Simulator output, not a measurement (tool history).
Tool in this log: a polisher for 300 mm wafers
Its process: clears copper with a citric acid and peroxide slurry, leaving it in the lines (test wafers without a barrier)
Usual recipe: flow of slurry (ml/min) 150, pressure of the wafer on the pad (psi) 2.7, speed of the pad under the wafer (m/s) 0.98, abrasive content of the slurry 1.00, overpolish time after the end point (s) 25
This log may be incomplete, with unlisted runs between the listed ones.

| run | hour | flow of slurry (ml/min) | pressure of the wafer on the pad (psi) | speed of the pad under the wafer (m/s) | abrasive content of the slurry | overpolish time after the end point (s) | incoming thickness of the incoming film, nm | time until the end point was called (s) | dishing of a wide line in a test structure (Å) |
|---|---|---|---|---|---|---|---|---|---|
| 1 | 0.0 | 135 | 2.7 | 0.98 | 1.00 | 16 | 208.1 | 115.4 | 228 |
| 2 | 16.1 | 135 | 2.7 | 0.98 | 1.00 | 16 | 208.1 | 111.7 | 228 |
| 3 | 48.3 | 165 | 2.7 | 0.98 | 1.00 | 25 | 206.3 | 108.2 | 345 |
| 4 | 83.8 | 165 | 2.7 | 0.98 | 1.00 | 25 | 211.8 | 109.9 | 357 |
| 5 | 105.0 | 165 | 2.7 | 0.98 | 1.00 | 25 | 208.4 | 108.8 | 353 |
| 6 | 130.1 | 150 | 2.7 | 0.98 | 1.00 | 25 | 210.1 | 117.5 | 333 |
| 7 | 164.4 | 150 | 3.3 | 0.98 | 1.00 | 25 | 209.2 | 96.4 | 379 |
| 8 | 195.0 | 150 | 2.7 | 0.98 | 0.80 | 25 | 211.2 | 120.7 | 315 |
| 9 | 212.2 | 200 | 2.7 | 1.22 | 0.80 | 25 | 211.0 | 95.7 | 418 |
| 10 | 231.0 | 135 | 2.7 | 0.98 | 1.00 | 15 | 209.4 | 121.4 | 207 |
| 11 | 244.5 | 150 | 3.0 | 0.88 | 1.20 | 13 | 209.6 | 111.7 | 182 |
| 12 | 267.4 | 150 | 2.7 | 0.98 | 1.10 | 14 | 209.6 | 116.0 | 193 |
| 13 | 284.5 | 150 | 2.7 | 0.98 | 1.00 | 25 | 210.5 | 118.2 | 330 |
| 14 | 307.0 | 190 | 2.7 | 0.98 | 0.75 | 25 | 210.3 | 123.2 | 322 |
| 15 | 319.2 | 150 | 2.7 | 0.98 | 1.00 | 25 | 208.7 | 117.6 | 328 |
| 16 | 332.7 | 150 | 3.5 | 1.08 | 1.00 | 13 | 211.5 | 90.4 | 238 |
| 17 | 348.9 | 150 | 2.7 | 0.64 | 1.00 | 33 | 209.9 | 176.6 | 290 |
| 18 | 372.7 | 150 | 3.1 | 0.98 | 1.00 | 10 | 211.1 | 107.9 | 154 |
| 19 | 396.6 | 130 | 2.7 | 0.98 | 1.15 | 25 | 209.3 | 120.9 | 327 |
| 20 | 428.9 | 105 | 3.6 | 0.98 | 0.90 | 25 | 209.0 | 113.0 | 332 |
| 21 | 457.9 | 190 | 3.0 | 0.98 | 1.00 | 25 | 208.8 | 106.3 | 364 |
| 22 | 476.7 | 190 | 2.0 | 0.98 | 1.00 | 25 | 211.3 | 145.0 | 286 |
| 23 | 511.6 | 150 | 2.7 | 0.98 | 1.00 | 25 | 211.4 | 125.2 | 310 |
| 24 | 527.8 | 130 | 2.7 | 0.82 | 1.10 | 32 | 210.2 | 153.2 | 323 |
| 25 | 551.7 | 150 | 2.7 | 0.98 | 1.00 | 25 | 209.9 | 125.1 | 317 |
| 26 | 573.5 | 150 | 2.7 | 1.10 | 1.00 | 25 | 212.8 | 100.2 | 378 |
| 27 | 603.9 | 150 | 2.7 | 0.70 | 0.70 | 25 | 208.4 | 177.4 | 227 |

Put back what was entered between runs (7 entries, withheld): which listed runs does each sit between, and how does the hidden state differ from the listed run before to the listed run after?
After run 5, before run 6: worn pad replaced by a new one (hour 123.6)
  slurry flow missing at the pad, %: 14.8 -> 16.3
  measured result minus the result with no hidden state, time until the end point was called (s): +3.2 -> +4.3; dishing of a wide line in a test structure (Å): -10 -> -11
After run 6, before run 7: slurry blender recalibrated (hour 150.6)
  slurry flow missing at the pad, %: 16.3 -> 18.4
  measured result minus the result with no hidden state, time until the end point was called (s): +4.3 -> +4.1; dishing of a wide line in a test structure (Å): -11 -> -14
After run 17, before run 18: worn pad replaced by a new one (hour 359.9); slurry blender recalibrated (hour 372.0)
  slurry flow missing at the pad, %: 29.5 -> 30.9
  measured result minus the result with no hidden state, time until the end point was called (s): +13.7 -> +9.0; dishing of a wide line in a test structure (Å): -22 -> -13
After run 25, before run 26: slurry nozzle cleaned (hour 555.0); slurry blender recalibrated (hour 571.4)
  slurry flow missing at the pad, %: 41.6 -> 11.1
  measured result minus the result with no hidden state, time until the end point was called (s): +16.5 -> +2.3; dishing of a wide line in a test structure (Å): -42 -> -8
After run 26, before run 27: worn pad replaced by a new one (hour 589.2)
  slurry flow missing at the pad, %: 11.1 -> 12.9
  measured result minus the result with no hidden state, time until the end point was called (s): +2.3 -> +5.0; dishing of a wide line in a test structure (Å): -8 -> -6

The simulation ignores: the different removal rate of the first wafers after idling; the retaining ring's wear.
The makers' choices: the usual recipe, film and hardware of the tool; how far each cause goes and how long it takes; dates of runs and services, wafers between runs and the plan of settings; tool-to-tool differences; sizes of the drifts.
